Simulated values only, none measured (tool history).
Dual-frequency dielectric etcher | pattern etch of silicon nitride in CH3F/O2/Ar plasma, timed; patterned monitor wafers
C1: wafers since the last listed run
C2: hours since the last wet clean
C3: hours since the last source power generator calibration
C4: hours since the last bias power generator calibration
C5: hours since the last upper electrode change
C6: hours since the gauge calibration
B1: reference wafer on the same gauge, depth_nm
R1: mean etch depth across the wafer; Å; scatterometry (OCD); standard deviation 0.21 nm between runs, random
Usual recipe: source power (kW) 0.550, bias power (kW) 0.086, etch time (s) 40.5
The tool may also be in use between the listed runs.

{"run": 1, "hour": 0.0, "source power (kW)": 0.58, "bias power (kW)": 0.086, "etch time (s)": 40.5, "C1": 0, "C2": 4.7, "C3": 1464.8, "C4": 92.6, "C5": 1847.7, "C6": 126.7, "B1": 39.79, "R1": 355.3}
{"run": 2, "hour": 45.2, "source power (kW)": 0.55, "bias power (kW)": 0.086, "etch time (s)": 40.5, "C1": 828, "C2": 49.9, "C3": 1510.0, "C4": 137.8, "C5": 1892.9, "C6": 171.9, "B1": 39.75, "R1": 345.0}
{"run": 3, "hour": 81.4, "source power (kW)": 0.55, "bias power (kW)": 0.086, "etch time (s)": 40.5, "C1": 663, "C2": 86.1, "C3": 1546.2, "C4": 174.0, "C5": 1929.1, "C6": 208.1, "B1": 39.89, "R1": 347.0}
{"run": 4, "hour": 118.8, "source power (kW)": 0.55, "bias power (kW)": 0.086, "etch time (s)": 45.0, "C1": 685, "C2": 123.5, "C3": 1583.6, "C4": 211.4, "C5": 1966.5, "C6": 245.5, "B1": 39.82, "R1": 379.9}
{"run": 5, "hour": 158.9, "source power (kW)": 0.55, "bias power (kW)": 0.077, "etch time (s)": 40.5, "C1": 734, "C2": 163.6, "C3": 1623.7, "C4": 251.5, "C5": 2006.6, "C6": 285.6, "B1": 39.82, "R1": 324.5}
{"run": 6, "hour": 218.9, "source power (kW)": 0.55, "bias power (kW)": 0.086, "etch time (s)": 40.5, "C1": 1099, "C2": 223.6, "C3": 1683.7, "C4": 311.5, "C5": 2066.6, "C6": 345.6, "B1": 39.75, "R1": 341.6}
{"run": 7, "hour": 425.2, "source power (kW)": 0.55, "bias power (kW)": 0.086, "etch time (s)": 40.5, "C1": 3779, "C2": 429.9, "C3": 1890.0, "C4": 517.8, "C5": 2272.9, "C6": 551.9, "B1": 39.81, "R1": 332.1}
{"hour": 524.5, "done": "upper electrode replaced"}
{"hour": 547.8, "done": "wet clean of the chamber"}
{"run": 8, "hour": 560.1, "source power (kW)": 0.55, "bias power (kW)": 0.092, "etch time (s)": 44.5, "C1": 1604, "C2": 12.3, "C3": 2024.9, "C4": 652.7, "C5": 35.6, "C6": 686.8, "B1": 39.82, "R1": 393.7}
{"hour": 597.8, "done": "source power generator calibrated"}
{"run": 9, "hour": 618.6, "source power (kW)": 0.55, "bias power (kW)": 0.1, "etch time (s)": 40.5, "C1": 998, "C2": 70.8, "C3": 20.8, "C4": 711.2, "C5": 94.1, "C6": 745.3, "B1": 39.77, "R1": 376.9}
{"run": 10, "hour": 687.1, "source power (kW)": 0.55, "bias power (kW)": 0.086, "etch time (s)": 40.5, "C1": 1254, "C2": 139.3, "C3": 89.3, "C4": 779.7, "C5": 162.6, "C6": 813.8, "B1": 39.8, "R1": 343.8}
{"run": 11, "hour": 736.4, "source power (kW)": 0.49, "bias power (kW)": 0.1, "etch time (s)": 34.0, "C1": 903, "C2": 188.6, "C3": 138.6, "C4": 829.0, "C5": 211.9, "C6": 863.1, "B1": 39.81, "R1": 291.7}
{"run": 12, "hour": 807.0, "source power (kW)": 0.43, "bias power (kW)": 0.103, "etch time (s)": 28.5, "C1": 1293, "C2": 259.2, "C3": 209.2, "C4": 899.6, "C5": 282.5, "C6": 933.7, "B1": 39.79, "R1": 230.8}
{"run": 13, "hour": 835.3, "source power (kW)": 0.55, "bias power (kW)": 0.086, "etch time (s)": 40.5, "C1": 518, "C2": 287.5, "C3": 237.5, "C4": 927.9, "C5": 310.8, "C6": 962.0, "B1": 39.78, "R1": 333.7}
{"run": 14, "hour": 905.9, "source power (kW)": 0.68, "bias power (kW)": 0.094, "etch time (s)": 40.5, "C1": 1293, "C2": 358.1, "C3": 308.1, "C4": 998.5, "C5": 381.4, "C6": 1032.6, "B1": 39.85, "R1": 387.2}
{"hour": 989.9, "done": "wet clean of the chamber"}
{"run": 15, "hour": 990.4, "source power (kW)": 0.55, "bias power (kW)": 0.074, "etch time (s)": 36.0, "C1": 1108, "C2": 0.5, "C3": 392.6, "C4": 1083.0, "C5": 465.9, "C6": 1117.1, "B1": 39.76, "R1": 288.7}
{"run": 16, "hour": 999.6, "source power (kW)": 0.64, "bias power (kW)": 0.096, "etch time (s)": 46.5, "C1": 168, "C2": 9.7, "C3": 401.8, "C4": 1092.2, "C5": 475.1, "C6": 1126.3, "B1": 39.72, "R1": 445.4}
{"run": 17, "hour": 1038.2, "source power (kW)": 0.55, "bias power (kW)": 0.067, "etch time (s)": 32.0, "C1": 707, "C2": 48.3, "C3": 440.4, "C4": 1130.8, "C5": 513.7, "C6": 1164.9, "B1": 39.85, "R1": 240.8}
{"run": 18, "hour": 1097.3, "source power (kW)": 0.66, "bias power (kW)": 0.077, "etch time (s)": 36.5, "C1": 1082, "C2": 107.4, "C3": 499.5, "C4": 1189.9, "C5": 572.8, "C6": 1224.0, "B1": 39.82, "R1": 321.3}
{"run": 19, "hour": 1144.8, "source power (kW)": 0.51, "bias power (kW)": 0.097, "etch time (s)": 36.0, "C1": 870, "C2": 154.9, "C3": 547.0, "C4": 1237.4, "C5": 620.3, "C6": 1271.5, "B1": 39.76, "R1": 307.3}
{"run": 20, "hour": 1175.8, "source power (kW)": 0.55, "bias power (kW)": 0.086, "etch time (s)": 40.5, "C1": 567, "C2": 185.9, "C3": 578.0, "C4": 1268.4, "C5": 651.3, "C6": 1302.5, "B1": 39.83, "R1": 340.2}
{"run": 21, "hour": 1235.7, "source power (kW)": 0.43, "bias power (kW)": 0.086, "etch time (s)": 40.5, "C1": 1097, "C2": 245.8, "C3": 637.9, "C4": 1328.3, "C5": 711.2, "C6": 1362.4, "B1": 39.76, "R1": 301.4}
{"run": 22, "hour": 1270.0, "source power (kW)": 0.55, "bias power (kW)": 0.086, "etch time (s)": 40.5, "C1": 628, "C2": 280.1, "C3": 672.2, "C4": 1362.6, "C5": 745.5, "C6": 1396.7, "B1": 39.86, "R1": 341.2}
{"run": 23, "hour": 1309.5, "source power (kW)": 0.55, "bias power (kW)": 0.086, "etch time (s)": 46.5, "C1": 723, "C2": 319.6, "C3": 711.7, "C4": 1402.1, "C5": 785.0, "C6": 1436.2, "B1": 39.8, "R1": 386.0}
{"run": 24, "hour": 1374.7, "source power (kW)": 0.55, "bias power (kW)": 0.086, "etch time (s)": 40.5, "C1": 1194, "C2": 384.8, "C3": 776.9, "C4": 1467.3, "C5": 850.2, "C6": 1501.4, "B1": 39.84, "R1": 334.4}
{"run": 25, "hour": 1399.8, "source power (kW)": 0.51, "bias power (kW)": 0.086, "etch time (s)": 30.5, "C1": 459, "C2": 409.9, "C3": 802.0, "C4": 1492.4, "C5": 875.3, "C6": 1526.5, "B1": 39.83, "R1": 238.7}
{"run": 26, "hour": 1465.7, "source power (kW)": 0.68, "bias power (kW)": 0.065, "etch time (s)": 33.0, "C1": 1207, "C2": 475.8, "C3": 867.9, "C4": 1558.3, "C5": 941.2, "C6": 1592.4, "B1": 39.83, "R1": 263.9}
{"hour": 1515.0, "done": "wet clean of the chamber"}
{"run": 27, "hour": 1523.5, "source power (kW)": 0.55, "bias power (kW)": 0.086, "etch time (s)": 40.5, "C1": 619, "C2": 8.5, "C3": 925.7, "C4": 1616.1, "C5": 999.0, "C6": 1650.2, "B1": 39.81, "R1": 350.0}
{"run": 28, "hour": 1564.4, "source power (kW)": 0.42, "bias power (kW)": 0.104, "etch time (s)": 36.5, "C1": 749, "C2": 49.4, "C3": 966.6, "C4": 1657.0, "C5": 1039.9, "C6": 1691.1, "B1": 39.8, "R1": 298.3}
{"run": 29, "hour": 1627.9, "source power (kW)": 0.55, "bias power (kW)": 0.086, "etch time (s)": 40.5, "C1": 1163, "C2": 112.9, "C3": 1030.1, "C4": 1720.5, "C5": 1103.4, "C6": 1754.6, "B1": 39.84, "R1": 346.9}

What would each run have given without the hidden state, its run-to-run variation left as it was?
The hidden state here: etch rate over this chamber's usual, %; source power that arrives over what is set, %; bias power that arrives over what is set, %; gauge reads high (%).
run=1 R1=355.9
run=2 R1=347.3
run=3 R1=350.6
run=4 R1=385.4
run=5 R1=330.5
run=6 R1=350.2
run=7 R1=348.3
run=8 R1=394.6
run=9 R1=380.1
run=10 R1=349.3
run=11 R1=298.0
run=12 R1=237.5
run=13 R1=344.5
run=14 R1=402.8
run=15 R1=290.1
run=16 R1=448.0
run=17 R1=243.2
run=18 R1=326.6
run=19 R1=313.9
run=20 R1=348.6
run=21 R1=310.9
run=22 R1=353.2
run=23 R1=401.3
run=24 R1=350.2
run=25 R1=250.7
run=26 R1=279.2
run=27 R1=348.7
run=28 R1=298.5
run=29 R1=349.4
